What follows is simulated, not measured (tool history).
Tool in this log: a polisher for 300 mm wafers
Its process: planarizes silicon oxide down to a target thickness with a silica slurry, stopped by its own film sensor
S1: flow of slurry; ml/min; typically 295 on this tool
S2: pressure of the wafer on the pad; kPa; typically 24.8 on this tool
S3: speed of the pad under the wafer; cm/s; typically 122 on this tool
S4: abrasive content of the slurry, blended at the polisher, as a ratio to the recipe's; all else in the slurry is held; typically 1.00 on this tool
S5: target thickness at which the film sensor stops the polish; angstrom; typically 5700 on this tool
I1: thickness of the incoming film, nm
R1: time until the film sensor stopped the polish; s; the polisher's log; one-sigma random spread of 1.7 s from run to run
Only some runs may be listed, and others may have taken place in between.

| run | hour | S1 | S2 | S3 | S4 | S5 | I1 | R1 |
|---|---|---|---|---|---|---|---|---|
| 1 | 0.0 | 295 | 24.8 | 122 | 1.00 | 6040 | 888.0 | 102.0 |
|  | 52.6 | worn pad replaced by a new one |
| 2 | 54.6 | 295 | 24.8 | 122 | 1.00 | 6040 | 904.4 | 108.5 |
| 3 | 107.7 | 295 | 24.8 | 134 | 1.00 | 5700 | 874.4 | 101.2 |
|  | 117.0 | conditioning disc replaced and pad reconditioned |
| 4 | 167.6 | 230 | 30.3 | 122 | 1.00 | 5700 | 904.8 | 103.1 |
|  | 179.1 | slurry blender recalibrated |
| 5 | 227.1 | 295 | 24.8 | 122 | 1.00 | 5700 | 890.0 | 113.9 |
| 6 | 276.5 | 325 | 24.8 | 122 | 1.00 | 5700 | 873.0 | 106.6 |
|  | 301.2 | worn pad replaced by a new one |
| 7 | 348.5 | 295 | 24.8 | 122 | 1.10 | 5700 | 903.9 | 116.5 |
| 8 | 383.2 | 295 | 24.8 | 122 | 1.10 | 5700 | 888.9 | 112.3 |
| 9 | 416.9 | 295 | 24.8 | 122 | 1.00 | 5700 | 888.4 | 119.7 |
|  | 437.7 | slurry nozzle cleaned |
|  | 455.2 | slurry blender recalibrated |
|  | 462.7 | head pressure recalibrated |
| 10 | 463.2 | 295 | 24.8 | 122 | 1.00 | 5700 | 882.4 | 121.3 |
| 11 | 494.2 | 295 | 24.8 | 122 | 1.00 | 5700 | 898.2 | 126.6 |
| 12 | 541.5 | 295 | 24.8 | 122 | 1.00 | 5700 | 881.2 | 120.4 |
|  | 560.6 | worn pad replaced by a new one |
| 13 | 609.6 | 295 | 24.8 | 122 | 1.30 | 5700 | 892.0 | 115.8 |
|  | 640.9 | slurry nozzle cleaned, repeated, since the last time left the tool worse |
| 14 | 657.4 | 295 | 30.3 | 122 | 1.00 | 5100 | 889.1 | 111.2 |
|  | 659.6 | conditioning disc replaced and pad reconditioned |
| 15 | 697.9 | 295 | 24.8 | 122 | 1.00 | 5700 | 897.9 | 114.6 |
|  | 706.3 | slurry blender recalibrated |
| 16 | 735.7 | 295 | 24.8 | 122 | 1.00 | 6040 | 886.4 | 101.4 |
| 17 | 777.7 | 295 | 24.8 | 122 | 1.00 | 5700 | 889.3 | 116.0 |
| 18 | 819.2 | 295 | 24.8 | 122 | 1.00 | 5700 | 884.2 | 113.7 |
|  | 828.7 | worn pad replaced by a new one |
| 19 | 887.4 | 200 | 24.8 | 122 | 0.80 | 5700 | 898.5 | 133.0 |
| 20 | 940.9 | 295 | 19.3 | 122 | 1.20 | 5700 | 895.7 | 136.8 |
| 21 | 966.9 | 340 | 27.6 | 122 | 1.10 | 5280 | 885.6 | 112.3 |
|  | 982.7 | slurry blender recalibrated |
| 22 | 1030.2 | 295 | 20.0 | 122 | 1.25 | 5700 | 880.3 | 127.9 |
|  | 1091.3 | worn pad replaced by a new one |
| 23 | 1100.2 | 250 | 24.8 | 82 | 1.30 | 5300 | 872.4 | 158.2 |
| 24 | 1162.8 | 295 | 24.8 | 122 | 1.00 | 5700 | 903.8 | 123.3 |

Below are 4 alternative next runs, each starting from the tool's condition after run 24. Predict each:
| A | 1163.3 | 295 | 24.8 | 122 | 1.00 | 5700 | 887.5 | ? |
| B | 1163.3 | 215 | 24.8 | 164 | 1.00 | 6790 | 887.5 | ? |
| C | 1163.3 | 295 | 24.8 | 122 | 1.25 | 6780 | 887.5 | ? |
| D | 1163.3 | 355 | 24.8 | 122 | 1.00 | 5700 | 887.5 | ? |

| run | R1 |
|---|---|
| A | 116.8 |
| B | 63.8 |
| C | 71.1 |
| D | 114.1 |
Had the tool no hidden state, the same runs would have come out as:
| run | R1 |
|---|---|
| A | 112.6 |
| B | 60.7 |
| C | 68.5 |
| D | 110.8 |
